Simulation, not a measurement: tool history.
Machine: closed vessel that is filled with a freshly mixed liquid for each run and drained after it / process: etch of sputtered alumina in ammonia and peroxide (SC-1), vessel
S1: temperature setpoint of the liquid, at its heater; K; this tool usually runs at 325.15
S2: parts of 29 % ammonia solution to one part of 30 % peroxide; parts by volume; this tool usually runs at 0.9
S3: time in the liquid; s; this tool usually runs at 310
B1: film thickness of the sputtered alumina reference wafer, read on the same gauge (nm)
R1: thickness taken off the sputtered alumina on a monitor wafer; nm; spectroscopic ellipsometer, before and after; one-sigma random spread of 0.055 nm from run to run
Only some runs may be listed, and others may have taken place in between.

| run | day | S1 | S2 | S3 | B1 | R1 |
|---|---|---|---|---|---|---|
| 1 | 0 | 325.15 | 0.9 | 405 | 99.99 | 28.83 |
|  | 1.788 | new drum of ammonia solution connected |
| 2 | 3.933 | 325.15 | 0.9 | 310 | 99.99 | 22.36 |
| 3 | 7.288 | 325.15 | 0.9 | 310 | 100.02 | 22.42 |
| 4 | 10.183 | 325.15 | 0.9 | 310 | 100.01 | 22.44 |
| 5 | 13.792 | 325.15 | 0.9 | 310 | 100 | 22.28 |
| 6 | 17.088 | 325.15 | 0.9 | 310 | 99.98 | 22.17 |
| 7 | 21.271 | 325.15 | 0.9 | 310 | 99.99 | 22.13 |
| 8 | 24.033 | 320.15 | 0.9 | 310 | 99.99 | 16.84 |
|  | 25.417 | new drum of ammonia solution connected |
| 9 | 27.542 | 325.15 | 0.7 | 310 | 100.04 | 21.92 |
| 10 | 31.533 | 325.15 | 0.9 | 310 | 100.04 | 22.39 |
| 11 | 33.333 | 316.65 | 0.9 | 310 | 99.97 | 13.84 |
| 12 | 37.604 | 329.65 | 0.9 | 310 | 100.01 | 28.3 |
| 13 | 39.258 | 325.15 | 0.9 | 310 | 100 | 22.21 |
| 14 | 41.538 | 320.65 | 0.9 | 435 | 100 | 24.19 |
| 15 | 43.079 | 325.15 | 0.9 | 310 | 100 | 22.1 |
|  | 45.058 | gauge calibrated |
| 16 | 45.625 | 316.15 | 0.7 | 440 | 100.01 | 18.47 |
| 17 | 47.767 | 334.65 | 0.9 | 230 | 100.02 | 27 |
|  | 51.012 | new drum of ammonia solution connected |
| 18 | 51.404 | 325.15 | 0.9 | 155 | 100.01 | 11.14 |
|  | 52.138 | ammonia flow meter replaced |
| 19 | 53.004 | 320.65 | 1.2 | 205 | 99.99 | 11.9 |
| 20 | 55.612 | 325.15 | 0.9 | 310 | 100.03 | 22.42 |
| 21 | 58.204 | 325.15 | 0.75 | 265 | 100 | 18.83 |
|  | 59.112 | thermometer replaced |
| 22 | 60.946 | 334.65 | 1.2 | 200 | 100 | 24.43 |
| 23 | 63.192 | 325.15 | 0.9 | 310 | 99.98 | 22.43 |
| 24 | 65.45 | 317.15 | 1.2 | 250 | 99.97 | 11.81 |

Run 25, settings as shown, results not yet in. Your forecast:
| 25 | 69.567 | 325.15 | 0.9 | 125 | ? | ? |

{"run 25": {"B1": 99.98, "R1": 8.96}}
With the hidden condition absent and the run-to-run variation left alone, this run would have shown R1 9.1 nm.
